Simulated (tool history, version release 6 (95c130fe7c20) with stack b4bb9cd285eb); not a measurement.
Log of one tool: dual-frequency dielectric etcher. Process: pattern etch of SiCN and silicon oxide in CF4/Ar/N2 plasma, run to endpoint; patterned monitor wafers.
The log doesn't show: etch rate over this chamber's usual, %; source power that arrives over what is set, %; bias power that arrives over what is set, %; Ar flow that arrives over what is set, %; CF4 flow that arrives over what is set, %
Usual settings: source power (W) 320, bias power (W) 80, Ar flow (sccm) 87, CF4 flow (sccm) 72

| run | day | source power (W) | bias power (W) | Ar flow (sccm) | CF4 flow (sccm) | wafers since the last listed run | hours since the last wet clean | hours since the last source power generator calibration | hours since the last bias power generator calibration | hours since the last Ar flow controller change | hours since the last CF4 flow controller change | hours since the last upper electrode change | incoming incoming film thickness, nm | endpoint time (s) |
|---|---|---|---|---|---|---|---|---|---|---|---|---|---|---|
| 1 | 0 | 320 | 91 | 87 | 72 | 0 | 101.9 | 3762.8 | 4004.9 | 4552.1 | 2365.3 | 2501.1 | 9.09 | 12.5 |
| 2 | 2.792 | 320 | 91 | 87 | 72 | 884 | 168.9 | 3829.8 | 4071.9 | 4619.1 | 2432.3 | 2568.1 | 8.97 | 12.5 |
| 3 | 5.712 | 320 | 91 | 87 | 72 | 925 | 239 | 3899.9 | 4142 | 4689.2 | 2502.4 | 2638.2 | 9.13 | 12.7 |
| 4 | 7.829 | 320 | 90 | 87 | 72 | 670 | 289.8 | 3950.7 | 4192.8 | 4740 | 2553.2 | 2689 | 9.07 | 12.9 |
| 5 | 9.571 | 320 | 90 | 87 | 72 | 551 | 331.6 | 3992.5 | 4234.6 | 4781.8 | 2595 | 2730.8 | 9.12 | 13.1 |
|  | 11.067 | wet clean of the chamber |
| 6 | 11.412 | 320 | 90 | 87 | 72 | 266 | 8.3 | 4036.7 | 4278.8 | 4826 | 2639.2 | 2775 | 9.13 | 12.3 |
| 7 | 12.575 | 320 | 76 | 87 | 72 | 368 | 36.2 | 4064.6 | 4306.7 | 4853.9 | 2667.1 | 2802.9 | 9.03 | 12.9 |
|  | 13.633 | upper electrode replaced |
| 8 | 14.671 | 320 | 76 | 87 | 72 | 347 | 86.5 | 4114.9 | 4357 | 4904.2 | 2717.4 | 24.9 | 9.1 | 13 |
| 9 | 16.45 | 280 | 80 | 87 | 72 | 563 | 129.2 | 4157.6 | 4399.7 | 4946.9 | 2760.1 | 67.6 | 8.99 | 14.3 |
|  | 17.542 | Ar flow controller replaced |
| 10 | 19.25 | 320 | 90 | 87 | 72 | 807 | 196.4 | 4224.8 | 4466.9 | 41 | 2827.3 | 134.8 | 9.13 | 12.7 |
|  | 21.746 | source power generator calibrated |
|  | 23.904 | bias power generator calibrated |
|  | 25.829 | CF4 flow controller replaced |
| 11 | 25.85 | 320 | 80 | 103 | 90 | 1905 | 354.8 | 98.5 | 46.7 | 199.4 | 0.5 | 293.2 | 9.2 | 13.6 |
| 12 | 26.967 | 320 | 80 | 87 | 82 | 353 | 381.6 | 125.3 | 73.5 | 226.2 | 27.3 | 320 | 9.05 | 13.3 |
|  | 28.333 | wet clean of the chamber |
| 13 | 29.204 | 320 | 90 | 87 | 72 | 392 | 20.9 | 179 | 127.2 | 279.9 | 81 | 373.7 | 9.14 | 12.6 |
| 14 | 31.696 | 360 | 63 | 69 | 67 | 789 | 80.7 | 238.8 | 187 | 339.7 | 140.8 | 433.5 | 9.11 | 12.1 |
| 15 | 32.762 | 320 | 80 | 87 | 72 | 337 | 106.3 | 264.4 | 212.6 | 365.3 | 166.4 | 459.1 | 9.11 | 13 |
| 16 | 35.717 | 320 | 80 | 106 | 84 | 935 | 177.2 | 335.3 | 283.5 | 436.2 | 237.3 | 530 | 9.15 | 13.4 |
| 17 | 36.812 | 260 | 91 | 97 | 60 | 347 | 203.5 | 361.6 | 309.8 | 462.5 | 263.6 | 556.3 | 9.18 | 16.1 |

4 ways to go on from here, each from the tool as it stands after run 17. What would each give?
| A | 36.829 | 320 | 80 | 87 | 72 | 5 | 203.9 | 362 | 310.2 | 462.9 | 264 | 556.7 | 9.09 | ? |
| B | 36.829 | 320 | 80 | 87 | 58 | 5 | 203.9 | 362 | 310.2 | 462.9 | 264 | 556.7 | 9.09 | ? |
| C | 36.829 | 270 | 67 | 87 | 72 | 5 | 203.9 | 362 | 310.2 | 462.9 | 264 | 556.7 | 9.09 | ? |
| D | 36.829 | 320 | 80 | 72 | 90 | 5 | 203.9 | 362 | 310.2 | 462.9 | 264 | 556.7 | 9.09 | ? |

| run | endpoint time (s) |
|---|---|
| A | 13.2 |
| B | 13.6 |
| C | 15.9 |
| D | 12.4 |
Without the tool's hidden state the same runs would have given:
| run | endpoint time (s) |
|---|---|
| A | 12.8 |
| B | 13.2 |
| C | 15.4 |
| D | 12 |
